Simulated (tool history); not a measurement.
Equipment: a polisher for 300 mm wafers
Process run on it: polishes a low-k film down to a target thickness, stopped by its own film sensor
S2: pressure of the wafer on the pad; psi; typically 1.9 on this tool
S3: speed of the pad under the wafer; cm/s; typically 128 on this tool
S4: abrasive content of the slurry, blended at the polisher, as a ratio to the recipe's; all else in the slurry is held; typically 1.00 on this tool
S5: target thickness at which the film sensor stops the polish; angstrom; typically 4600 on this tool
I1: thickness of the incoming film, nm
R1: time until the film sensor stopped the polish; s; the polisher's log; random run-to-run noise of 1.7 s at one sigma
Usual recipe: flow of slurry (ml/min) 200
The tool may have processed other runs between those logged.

{"run": 1, "hour": 0.0, "flow of slurry (ml/min)": 200, "S2": 1.9, "S3": 128, "S4": 1.0, "S5": 4600, "I1": 508.2, "R1": 128.0}
{"run": 2, "hour": 29.3, "flow of slurry (ml/min)": 200, "S2": 1.9, "S3": 128, "S4": 1.0, "S5": 4600, "I1": 507.0, "R1": 124.9}
{"run": 3, "hour": 60.2, "flow of slurry (ml/min)": 200, "S2": 1.9, "S3": 128, "S4": 1.0, "S5": 4600, "I1": 510.7, "R1": 137.9}
{"run": 4, "hour": 84.8, "flow of slurry (ml/min)": 200, "S2": 1.9, "S3": 128, "S4": 1.0, "S5": 4600, "I1": 505.2, "R1": 121.7}
{"hour": 96.5, "done": "worn pad replaced by a new one"}
{"run": 5, "hour": 102.7, "flow of slurry (ml/min)": 200, "S2": 1.9, "S3": 138, "S4": 0.85, "S5": 4600, "I1": 510.1, "R1": 136.0}
{"hour": 109.0, "done": "conditioning disc replaced and pad reconditioned"}
{"hour": 111.5, "done": "slurry blender recalibrated"}
{"run": 6, "hour": 118.5, "flow of slurry (ml/min)": 200, "S2": 1.9, "S3": 138, "S4": 0.85, "S5": 4600, "I1": 510.1, "R1": 136.7}
{"run": 7, "hour": 137.6, "flow of slurry (ml/min)": 255, "S2": 1.9, "S3": 128, "S4": 0.85, "S5": 4460, "I1": 511.6, "R1": 182.3}
{"run": 8, "hour": 151.8, "flow of slurry (ml/min)": 255, "S2": 2.4, "S3": 106, "S4": 1.0, "S5": 4600, "I1": 503.9, "R1": 102.0}
{"run": 9, "hour": 184.0, "flow of slurry (ml/min)": 200, "S2": 1.9, "S3": 128, "S4": 1.0, "S5": 4600, "I1": 511.2, "R1": 139.4}
{"run": 10, "hour": 197.3, "flow of slurry (ml/min)": 170, "S2": 2.3, "S3": 164, "S4": 0.8, "S5": 4600, "I1": 509.1, "R1": 100.0}
{"run": 11, "hour": 209.4, "flow of slurry (ml/min)": 200, "S2": 1.6, "S3": 128, "S4": 0.85, "S5": 4600, "I1": 514.9, "R1": 185.8}
{"run": 12, "hour": 239.0, "flow of slurry (ml/min)": 200, "S2": 1.9, "S3": 128, "S4": 1.1, "S5": 4560, "I1": 513.6, "R1": 149.8}
{"hour": 253.2, "done": "slurry nozzle cleaned"}
{"run": 13, "hour": 269.8, "flow of slurry (ml/min)": 265, "S2": 1.9, "S3": 128, "S4": 0.9, "S5": 4600, "I1": 500.8, "R1": 102.8}
{"run": 14, "hour": 296.6, "flow of slurry (ml/min)": 200, "S2": 1.4, "S3": 128, "S4": 0.9, "S5": 4600, "I1": 511.5, "R1": 187.7}
{"hour": 309.2, "done": "worn pad replaced by a new one, of another model than before"}
{"hour": 316.4, "done": "slurry blender recalibrated"}
{"run": 15, "hour": 332.1, "flow of slurry (ml/min)": 200, "S2": 1.9, "S3": 128, "S4": 1.0, "S5": 4600, "I1": 513.2, "R1": 139.0}
{"run": 16, "hour": 344.5, "flow of slurry (ml/min)": 200, "S2": 1.9, "S3": 128, "S4": 1.0, "S5": 4600, "I1": 509.9, "R1": 131.5}
{"run": 17, "hour": 360.0, "flow of slurry (ml/min)": 170, "S2": 1.9, "S3": 128, "S4": 1.25, "S5": 4540, "I1": 504.9, "R1": 126.5}
{"run": 18, "hour": 395.7, "flow of slurry (ml/min)": 200, "S2": 2.2, "S3": 128, "S4": 1.0, "S5": 4670, "I1": 502.6, "R1": 88.4}
{"run": 19, "hour": 410.5, "flow of slurry (ml/min)": 145, "S2": 1.4, "S3": 128, "S4": 1.1, "S5": 4740, "I1": 512.8, "R1": 134.2}
{"hour": 422.3, "done": "head pressure recalibrated"}
{"run": 20, "hour": 440.0, "flow of slurry (ml/min)": 200, "S2": 2.4, "S3": 102, "S4": 0.85, "S5": 4460, "I1": 514.0, "R1": 192.4}
{"run": 21, "hour": 465.5, "flow of slurry (ml/min)": 200, "S2": 1.9, "S3": 128, "S4": 1.0, "S5": 4600, "I1": 508.6, "R1": 136.5}
{"run": 22, "hour": 492.6, "flow of slurry (ml/min)": 220, "S2": 2.1, "S3": 128, "S4": 1.0, "S5": 4600, "I1": 520.6, "R1": 153.7}
{"hour": 514.2, "done": "slurry blender recalibrated"}
{"run": 23, "hour": 515.8, "flow of slurry (ml/min)": 165, "S2": 1.9, "S3": 128, "S4": 0.8, "S5": 4600, "I1": 505.1, "R1": 150.6}
{"hour": 523.9, "done": "worn pad replaced by a new one"}
{"run": 24, "hour": 550.4, "flow of slurry (ml/min)": 200, "S2": 1.9, "S3": 146, "S4": 1.0, "S5": 4600, "I1": 509.7, "R1": 132.8}
{"run": 25, "hour": 612.7, "flow of slurry (ml/min)": 200, "S2": 1.3, "S3": 128, "S4": 0.75, "S5": 4600, "I1": 509.9, "R1": 202.8}
{"run": 26, "hour": 639.1, "flow of slurry (ml/min)": 200, "S2": 1.9, "S3": 128, "S4": 1.2, "S5": 4600, "I1": 513.8, "R1": 144.4}

Branching from run 26: 3 alternative next runs. What would each branch give?
{"run": "A", "hour": 639.5, "flow of slurry (ml/min)": 200, "S2": 1.9, "S3": 128, "S4": 1.0, "S5": 4600, "I1": 513.1, "R1": "?"}
{"run": "B", "hour": 639.5, "flow of slurry (ml/min)": 200, "S2": 1.9, "S3": 128, "S4": 0.85, "S5": 4600, "I1": 513.1, "R1": "?"}
{"run": "C", "hour": 639.5, "flow of slurry (ml/min)": 200, "S2": 1.9, "S3": 100, "S4": 0.75, "S5": 4600, "I1": 513.1, "R1": "?"}

run=A R1=154.9
run=B R1=167.3
run=C R1=200.4
With no hidden state in the tool, these same runs would have given:
run=A R1=133.0
run=B R1=143.6
run=C R1=172.0
